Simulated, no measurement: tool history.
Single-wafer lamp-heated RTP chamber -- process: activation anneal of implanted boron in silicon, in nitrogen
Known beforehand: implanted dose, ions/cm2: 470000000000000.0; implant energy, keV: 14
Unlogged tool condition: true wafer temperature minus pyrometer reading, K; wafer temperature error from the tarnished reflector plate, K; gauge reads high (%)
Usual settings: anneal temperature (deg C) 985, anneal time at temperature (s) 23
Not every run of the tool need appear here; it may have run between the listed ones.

run,day,anneal temperature (deg C),anneal time at temperature (s),wafers since the last listed run,wafers since the last pyrometer calibration,wafers since the reflector plate was cleaned,hours since the gauge calibration,"read-back reference wafer on the same gauge, sheet resistance",sheet resistance of the implanted and annealed layer (ohm/square)
1,0.000,985,23,0,4929,8622,104.2,284.03,236.89
2,0.746,985,23,306,5235,8928,122.1,284.07,236.55
3,1.254,985,23,208,5443,9136,134.3,283.98,236.50
4,1.654,967,23,164,5607,9300,143.9,284.14,247.31
5,2.208,967,23,227,5835,9528,157.2,283.90,246.17
6,2.696,967,23,200,6035,9728,168.9,283.97,246.81
7,3.333,985,27,261,6296,9989,184.2,284.04,235.38
8,3.962,985,27,258,6554,10247,199.3,283.96,235.22
9,4.338,985,27,153,6708,10401,208.3,284.03,234.72
10,5.004,985,23,273,6982,10675,224.3,284.09,236.49
11,5.262,985,23,105,7088,10781,230.5,283.98,235.74
12,5.933,985,23,275,7363,11056,246.6,284.08,234.83
# day 6.546: pyrometer window cleaned and pyrometer calibrated
13,6.629,985,23,148,35,11205,263.3,283.85,239.96
14,7.092,959,35,189,224,11395,274.4,283.96,259.15
15,7.379,985,36,117,342,11513,281.3,284.06,236.47
16,7.775,967,36,162,505,11675,290.8,284.02,248.69
# day 8.250: reflector plate cleaned
17,8.271,976,30,66,571,8,302.7,283.95,242.98
18,8.633,1008,17,148,720,157,311.4,283.95,232.30
# day 8.646: gauge calibrated
19,9.125,959,35,201,922,359,11.5,283.99,258.56
20,9.583,985,23,188,1110,547,22.5,284.06,238.68
21,10.108,968,30,215,1325,762,35.1,284.07,249.49
22,10.471,959,29,148,1474,911,43.8,284.05,260.56
23,10.996,985,23,215,1689,1127,56.4,283.96,240.03
24,11.617,985,23,254,1944,1381,71.3,283.93,238.65
25,12.025,994,30,167,2112,1549,81.1,283.86,234.31
26,12.396,967,23,152,2264,1701,90.0,284.05,251.42

List, for all runs, the conditions of the tool that the log does not record:
wafer temperature error from the tarnished reflector plate, K: 0 on each run
gauge reads high (%): 0 on each run
H1: true wafer temperature minus pyrometer reading, K
run,H1
1,5.06
2,5.65
3,6.08
4,6.43
5,6.92
6,7.38
7,8
8,8.63
9,9.02
10,9.74
11,10
12,10.8
13,0.571
14,0.581
15,0.594
16,0.62
17,0.667
18,0.712
19,0.786
20,0.869
21,0.981
22,1.07
23,1.21
24,1.4
25,1.54
26,1.68
